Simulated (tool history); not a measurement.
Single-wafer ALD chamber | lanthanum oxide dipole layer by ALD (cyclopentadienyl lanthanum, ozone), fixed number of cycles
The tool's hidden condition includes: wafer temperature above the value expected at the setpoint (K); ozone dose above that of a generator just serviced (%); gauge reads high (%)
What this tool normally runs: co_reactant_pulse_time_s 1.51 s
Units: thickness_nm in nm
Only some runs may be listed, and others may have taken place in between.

run,hour,co_reactant_pulse_time_s,wafers since the last listed run,hours since the last thermocouple change,hours since the last ozone generator service,hours since the showerhead was replaced,hours since the gauge calibration,"read-back reference wafer on the same gauge, thickness_nm",thickness_nm
1,0.0,1.51,0,1111.1,1338.5,4612.2,353.4,0.477,0.543
2,32.2,1.51,496,1143.3,1370.7,4644.4,385.6,0.476,0.544
3,52.5,1.51,312,1163.6,1391.0,4664.7,405.9,0.477,0.548
4,70.2,1.51,272,1181.3,1408.7,4682.4,423.6,0.477,0.543
5,85.6,1.51,237,1196.7,1424.1,4697.8,439.0,0.478,0.547
6,114.4,1.51,443,1225.5,1452.9,4726.6,467.8,0.477,0.545
7,137.1,1.51,349,1248.2,1475.6,4749.3,490.5,0.477,0.550
8,172.2,1.51,540,1283.3,1510.7,4784.4,525.6,0.477,0.549
# hour 195.7: gauge calibrated
9,207.1,1.51,537,1318.2,1545.6,4819.3,11.4,0.477,0.545
# hour 239.2: showerhead replaced, of another model than before
10,241.8,1.51,411,1352.9,1580.3,2.6,46.1,0.477,0.563
11,262.2,1.76,314,1373.3,1600.7,23.0,66.5,0.477,0.571
12,276.7,1.08,223,1387.8,1615.2,37.5,81.0,0.476,0.528
# hour 301.3: thermocouple changed; heater temperature recalibrated
13,304.6,1.26,306,3.3,1643.1,65.4,108.9,0.477,0.545
# hour 320.3: ozone generator serviced
14,328.5,1.85,245,27.2,8.2,89.3,132.8,0.477,0.593
15,363.7,1.23,542,62.4,43.4,124.5,168.0,0.476,0.571
16,381.6,1.91,275,80.3,61.3,142.4,185.9,0.477,0.594
17,394.3,1.18,195,93.0,74.0,155.1,198.6,0.477,0.568
18,419.6,1.27,389,118.3,99.3,180.4,223.9,0.477,0.570
19,468.8,1.51,758,167.5,148.5,229.6,273.1,0.477,0.581
20,484.1,1.32,235,182.8,163.8,244.9,288.4,0.477,0.568
21,499.5,0.92,237,198.2,179.2,260.3,303.8,0.476,0.542
22,514.8,1.33,235,213.5,194.5,275.6,319.1,0.477,0.567
23,529.1,1.51,220,227.8,208.8,289.9,333.4,0.477,0.581
24,547.4,1.87,281,246.1,227.1,308.2,351.7,0.477,0.594
25,578.6,1.07,480,277.3,258.3,339.4,382.9,0.477,0.555
26,598.2,1.99,302,296.9,277.9,359.0,402.5,0.477,0.592
27,614.5,1.51,251,313.2,294.2,375.3,418.8,0.477,0.575
28,648.0,1.51,516,346.7,327.7,408.8,452.3,0.477,0.577
29,670.8,1.28,351,369.5,350.5,431.6,475.1,0.477,0.563
30,703.5,1.10,503,402.2,383.2,464.3,507.8,0.478,0.548
# hour 715.0: gauge calibrated
31,732.4,1.93,445,431.1,412.1,493.2,17.4,0.478,0.588
32,752.0,1.83,302,450.7,431.7,512.8,37.0,0.476,0.589
33,767.9,2.06,245,466.6,447.6,528.7,52.9,0.477,0.589
34,799.4,1.51,485,498.1,479.1,560.2,84.4,0.477,0.577

Below, some changes in thickness_nm between adjacent runs. For each, the amount present without the hidden state too (settings, incoming material, random variation) and the amount remaining for the hidden state with gauge scatter not shared by both compared results:
Run 9 -> 10: showerhead replaced, of another model than before. thickness_nm +0.018 nm: hidden state +0.015, all else +0.003.
Run 11 -> 12: co_reactant_pulse_time_s 1.76 -> 1.08. thickness_nm -0.043 nm: hidden state -0.013, all else -0.030.
Run 13 -> 14: co_reactant_pulse_time_s 1.26 -> 1.85, ozone generator serviced. thickness_nm +0.048 nm: hidden state +0.029, all else +0.019.
Run 30 -> 31: co_reactant_pulse_time_s 1.10 -> 1.93, gauge calibrated. thickness_nm +0.040 nm: hidden state +0.007, all else +0.033.

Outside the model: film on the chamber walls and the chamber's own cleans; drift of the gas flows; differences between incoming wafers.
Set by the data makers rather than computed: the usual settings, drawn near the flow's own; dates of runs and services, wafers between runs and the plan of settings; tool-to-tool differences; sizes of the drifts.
